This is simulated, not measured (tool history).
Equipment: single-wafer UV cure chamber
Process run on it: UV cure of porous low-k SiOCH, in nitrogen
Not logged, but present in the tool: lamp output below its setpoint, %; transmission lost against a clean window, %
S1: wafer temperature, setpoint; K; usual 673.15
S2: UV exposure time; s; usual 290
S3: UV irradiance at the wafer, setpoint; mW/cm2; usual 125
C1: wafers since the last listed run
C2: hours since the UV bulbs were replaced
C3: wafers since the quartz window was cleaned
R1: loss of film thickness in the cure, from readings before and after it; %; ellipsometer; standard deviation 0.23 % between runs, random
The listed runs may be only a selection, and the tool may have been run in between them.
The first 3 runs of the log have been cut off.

run 4 hour=207.8 | S1=673.15 S2=290 S3=135 | C1=497 C2=227.8 C3=1807 | R1=14.481
-- hour=519.4 quartz window cleaned
run 5 hour=529.8 | S1=673.15 S2=290 S3=135 | C1=2268 C2=549.8 C3=75 | R1=14.813
run 6 hour=601.7 | S1=659.15 S2=290 S3=125 | C1=519 C2=621.7 C3=594 | R1=14.307
run 7 hour=644.6 | S1=659.15 S2=290 S3=125 | C1=309 C2=664.6 C3=904 | R1=13.781
run 8 hour=690.4 | S1=659.15 S2=290 S3=125 | C1=330 C2=710.4 C3=1235 | R1=13.555
run 9 hour=788.3 | S1=673.15 S2=290 S3=125 | C1=707 C2=808.3 C3=1943 | R1=14.179
run 10 hour=887.9 | S1=673.15 S2=290 S3=125 | C1=719 C2=907.9 C3=2662 | R1=13.872
run 11 hour=936.4 | S1=673.15 S2=290 S3=125 | C1=350 C2=956.4 C3=3012 | R1=13.893
run 12 hour=1018.4 | S1=673.15 S2=290 S3=125 | C1=592 C2=1038.4 C3=3605 | R1=13.632
run 13 hour=1084.8 | S1=673.15 S2=290 S3=125 | C1=479 C2=1104.8 C3=4085 | R1=13.837
-- hour=1118.1 quartz window cleaned
run 14 hour=1130 | S1=673.15 S2=290 S3=125 | C1=268 C2=1150 C3=86 | R1=14.379
run 15 hour=1222.3 | S1=673.15 S2=290 S3=125 | C1=666 C2=1242.3 C3=752 | R1=14.366
run 16 hour=1293.3 | S1=657.15 S2=160 S3=125 | C1=512 C2=1313.3 C3=1265 | R1=10.968

What will run 17 give?
run 17 hour=1334.6 | S1=688.15 S2=155 S3=125 | C1=298 C2=1354.6 C3=1564 | R1=?

{"run 17": {"R1": 11.808}}
With no hidden state in the tool, this same run would have given R1 12.133 %.

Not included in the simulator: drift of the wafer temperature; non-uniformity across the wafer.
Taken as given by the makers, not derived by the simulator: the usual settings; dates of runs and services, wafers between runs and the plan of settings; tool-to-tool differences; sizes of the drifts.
